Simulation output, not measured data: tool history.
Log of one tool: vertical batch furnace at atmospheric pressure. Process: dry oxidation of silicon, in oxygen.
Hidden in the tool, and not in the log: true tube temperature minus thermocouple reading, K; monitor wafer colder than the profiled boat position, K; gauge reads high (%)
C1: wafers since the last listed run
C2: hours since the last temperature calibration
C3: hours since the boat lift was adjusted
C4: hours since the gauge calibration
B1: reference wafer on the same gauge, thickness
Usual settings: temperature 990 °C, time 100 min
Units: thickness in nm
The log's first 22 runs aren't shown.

-- hour=1053.3 boat lift adjusted
run 23 hour=1057.8 | temperature=1005 time=56.5 | C1=585 C2=260.6 C3=4.5 C4=465.6 | B1=77.34 | thickness=53.51
run 24 hour=1126.2 | temperature=1010 time=100 | C1=878 C2=329 C3=72.9 C4=534 | B1=77.42 | thickness=82.73
run 25 hour=1169.4 | temperature=975 time=63 | C1=554 C2=372.2 C3=116.1 C4=577.2 | B1=77.41 | thickness=43.56
run 26 hour=1224.5 | temperature=1014 time=116.5 | C1=707 C2=427.3 C3=171.2 C4=632.3 | B1=77.41 | thickness=94.72
run 27 hour=1265.5 | temperature=1006 time=123 | C1=526 C2=468.3 C3=212.2 C4=673.3 | B1=77.45 | thickness=91.04
run 28 hour=1333.6 | temperature=990 time=119 | C1=874 C2=536.4 C3=280.3 C4=741.4 | B1=77.39 | thickness=76.44
run 29 hour=1404 | temperature=990 time=100 | C1=904 C2=606.8 C3=350.7 C4=811.8 | B1=77.31 | thickness=68.04
run 30 hour=1466 | temperature=982 time=100 | C1=796 C2=668.8 C3=412.7 C4=873.8 | B1=77.41 | thickness=62.9
run 31 hour=1521.4 | temperature=978 time=100 | C1=711 C2=724.2 C3=468.1 C4=929.2 | B1=77.46 | thickness=60.85

4 ways to go on from here, each from the tool as it stands after run 31. What would each give?
run A hour=1526.6 | temperature=990 time=76 | C1=66 C2=729.4 C3=473.3 C4=934.4 | B1=? | thickness=?
run B hour=1526.6 | temperature=970 time=100 | C1=66 C2=729.4 C3=473.3 C4=934.4 | B1=? | thickness=?
run C hour=1526.6 | temperature=1003 time=129 | C1=66 C2=729.4 C3=473.3 C4=934.4 | B1=? | thickness=?
run D hour=1526.6 | temperature=972 time=71.5 | C1=66 C2=729.4 C3=473.3 C4=934.4 | B1=? | thickness=?

run=A B1=77.41 thickness=56.39
run=B B1=77.41 thickness=57.49
run=C B1=77.41 thickness=91.96
run=D B1=77.41 thickness=46.4
Without the tool's hidden state the same runs would have given:
run=A thickness=56.05
run=B thickness=57.23
run=C thickness=91.43
run=D thickness=46.19

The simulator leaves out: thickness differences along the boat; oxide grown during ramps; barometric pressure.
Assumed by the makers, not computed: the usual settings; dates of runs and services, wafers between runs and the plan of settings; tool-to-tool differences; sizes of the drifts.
